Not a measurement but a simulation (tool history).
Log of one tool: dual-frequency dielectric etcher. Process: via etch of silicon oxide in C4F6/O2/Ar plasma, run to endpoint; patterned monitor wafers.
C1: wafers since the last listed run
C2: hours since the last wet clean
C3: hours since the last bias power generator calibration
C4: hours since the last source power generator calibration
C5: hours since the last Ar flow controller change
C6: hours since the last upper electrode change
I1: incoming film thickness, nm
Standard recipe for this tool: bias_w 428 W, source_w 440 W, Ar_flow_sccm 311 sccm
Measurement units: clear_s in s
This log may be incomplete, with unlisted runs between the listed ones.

Run 1, hour 0.0: usual settings but Ar_flow_sccm 293 sccm; C1 0; C2 244.3; C3 4747.4; C4 2887.2; C5 3057.0; C6 4571.6; I1 152.8. Result: clear_s 31.6 s.
Run 2, hour 21.5: usual settings but Ar_flow_sccm 293 sccm; C1 209; C2 265.8; C3 4768.9; C4 2908.7; C5 3078.5; C6 4593.1; I1 155.0. Result: clear_s 32.1 s.
Run 3, hour 44.5: usual settings; C1 224; C2 288.8; C3 4791.9; C4 2931.7; C5 3101.5; C6 4616.1; I1 153.8. Result: clear_s 31.9 s.
Run 4, hour 77.3: usual settings; C1 319; C2 321.6; C3 4824.7; C4 2964.5; C5 3134.3; C6 4648.9; I1 155.1. Result: clear_s 32.2 s.
Run 5, hour 101.2: usual settings; C1 232; C2 345.5; C3 4848.6; C4 2988.4; C5 3158.2; C6 4672.8; I1 154.6. Result: clear_s 32.0 s.
Run 6, hour 129.7: usual settings; C1 277; C2 374.0; C3 4877.1; C4 3016.9; C5 3186.7; C6 4701.3; I1 154.2. Result: clear_s 32.0 s.
Run 7, hour 151.4: usual settings but source_w 350 W; C1 211; C2 395.7; C3 4898.8; C4 3038.6; C5 3208.4; C6 4723.0; I1 154.3. Result: clear_s 33.8 s.
At hour 176.6: Ar flow controller replaced.
Run 8, hour 184.6: usual settings; C1 264; C2 428.9; C3 4932.0; C4 3071.8; C5 8.0; C6 4756.2; I1 154.7. Result: clear_s 31.9 s.
Run 9, hour 210.0: usual settings; C1 247; C2 454.3; C3 4957.4; C4 3097.2; C5 33.4; C6 4781.6; I1 154.7. Result: clear_s 31.7 s.
At hour 251.0: wet clean of the chamber.
Run 10, hour 251.5: usual settings; C1 170; C2 0.5; C3 4998.9; C4 3138.7; C5 74.9; C6 4823.1; I1 153.7. Result: clear_s 33.0 s.
Run 11, hour 271.0: usual settings but Ar_flow_sccm 339 sccm; C1 189; C2 20.0; C3 5018.4; C4 3158.2; C5 94.4; C6 4842.6; I1 154.9. Result: clear_s 33.0 s.
At hour 297.0: upper electrode replaced.
At hour 308.8: bias power generator calibrated.
Run 12, hour 316.2: usual settings but source_w 490 W; C1 167; C2 65.2; C3 7.4; C4 3203.4; C5 139.6; C6 19.2; I1 156.1. Result: clear_s 32.3 s.
Run 13, hour 363.7: usual settings but source_w 360 W, Ar_flow_sccm 268 sccm; C1 462; C2 112.7; C3 54.9; C4 3250.9; C5 187.1; C6 66.7; I1 157.1. Result: clear_s 34.4 s.
Run 14, hour 380.0: usual settings; C1 158; C2 129.0; C3 71.2; C4 3267.2; C5 203.4; C6 83.0; I1 155.5. Result: clear_s 32.9 s.
Run 15, hour 415.1: usual settings but bias_w 455 W, Ar_flow_sccm 373 sccm; C1 341; C2 164.1; C3 106.3; C4 3302.3; C5 238.5; C6 118.1; I1 155.0. Result: clear_s 32.6 s.
Run 16, hour 450.3: usual settings but Ar_flow_sccm 337 sccm; C1 342; C2 199.3; C3 141.5; C4 3337.5; C5 273.7; C6 153.3; I1 154.1. Result: clear_s 32.4 s.
Run 17, hour 484.5: usual settings but source_w 360 W; C1 333; C2 233.5; C3 175.7; C4 3371.7; C5 307.9; C6 187.5; I1 155.9. Result: clear_s 34.6 s.
Run 18, hour 502.6: usual settings but bias_w 329 W, source_w 520 W, Ar_flow_sccm 254 sccm; C1 176; C2 251.6; C3 193.8; C4 3389.8; C5 326.0; C6 205.6; I1 155.4. Result: clear_s 32.2 s.
At hour 524.7: source power generator calibrated.
Run 19, hour 525.2: usual settings but bias_w 509 W, Ar_flow_sccm 291 sccm; C1 181; C2 274.2; C3 216.4; C4 0.5; C5 348.6; C6 228.2; I1 154.5. Result: clear_s 30.7 s.
Run 20, hour 557.3: usual settings but source_w 510 W, Ar_flow_sccm 258 sccm; C1 312; C2 306.3; C3 248.5; C4 32.6; C5 380.7; C6 260.3; I1 155.7. Result: clear_s 30.5 s.
Run 21, hour 585.3: usual settings but bias_w 481 W, source_w 380 W, Ar_flow_sccm 362 sccm; C1 272; C2 334.3; C3 276.5; C4 60.6; C5 408.7; C6 288.3; I1 154.9. Result: clear_s 32.8 s.
Run 22, hour 620.3: usual settings but bias_w 401 W; C1 340; C2 369.3; C3 311.5; C4 95.6; C5 443.7; C6 323.3; I1 156.0. Result: clear_s 33.1 s.
Run 23, hour 641.8: usual settings but bias_w 335 W, source_w 410 W, Ar_flow_sccm 269 sccm; C1 209; C2 390.8; C3 333.0; C4 117.1; C5 465.2; C6 344.8; I1 155.9. Result: clear_s 34.1 s.
Run 24, hour 657.2: usual settings but bias_w 460 W, Ar_flow_sccm 338 sccm; C1 149; C2 406.2; C3 348.4; C4 132.5; C5 480.6; C6 360.2; I1 154.8. Result: clear_s 32.0 s.
Run 25, hour 679.3: usual settings; C1 215; C2 428.3; C3 370.5; C4 154.6; C5 502.7; C6 382.3; I1 155.5. Result: clear_s 32.2 s.
Run 26, hour 691.3: usual settings but bias_w 516 W, Ar_flow_sccm 338 sccm; C1 116; C2 440.3; C3 382.5; C4 166.6; C5 514.7; C6 394.3; I1 155.2. Result: clear_s 30.8 s.
Run 27, hour 724.7: usual settings; C1 325; C2 473.7; C3 415.9; C4 200.0; C5 548.1; C6 427.7; I1 156.0. Result: clear_s 32.0 s.
At hour 761.2: wet clean of the chamber.
Run 28, hour 761.7: usual settings; C1 126; C2 0.5; C3 452.9; C4 237.0; C5 585.1; C6 464.7; I1 156.1. Result: clear_s 33.2 s.
Run 29, hour 786.0: usual settings but source_w 370 W; C1 236; C2 24.8; C3 477.2; C4 261.3; C5 609.4; C6 489.0; I1 155.5. Result: clear_s 34.6 s.
Run 30, hour 820.9: usual settings; C1 339; C2 59.7; C3 512.1; C4 296.2; C5 644.3; C6 523.9; I1 154.4. Result: clear_s 32.6 s.

Results per run with the tool's hidden condition removed, run-to-run variation unchanged:
The hidden state here: etch rate over this chamber's usual, %; bias power that arrives over what is set, %; source power that arrives over what is set, %; Ar flow that arrives over what is set, %.
run  clear_s
  1     32.1
  2     32.7
  3     32.5
  4     32.9
  5     32.7
  6     32.8
  7     34.7
  8     32.7
  9     32.7
 10     33.0
 11     32.9
 12     32.3
 13     34.5
 14     33.1
 15     32.9
 16     32.7
 17     35.0
 18     32.6
 19     31.2
 20     31.0
 21     33.4
 22     33.8
 23     34.8
 24     32.7
 25     33.0
 26     31.5
 27     32.8
 28     33.2
 29     34.7
 30     32.7
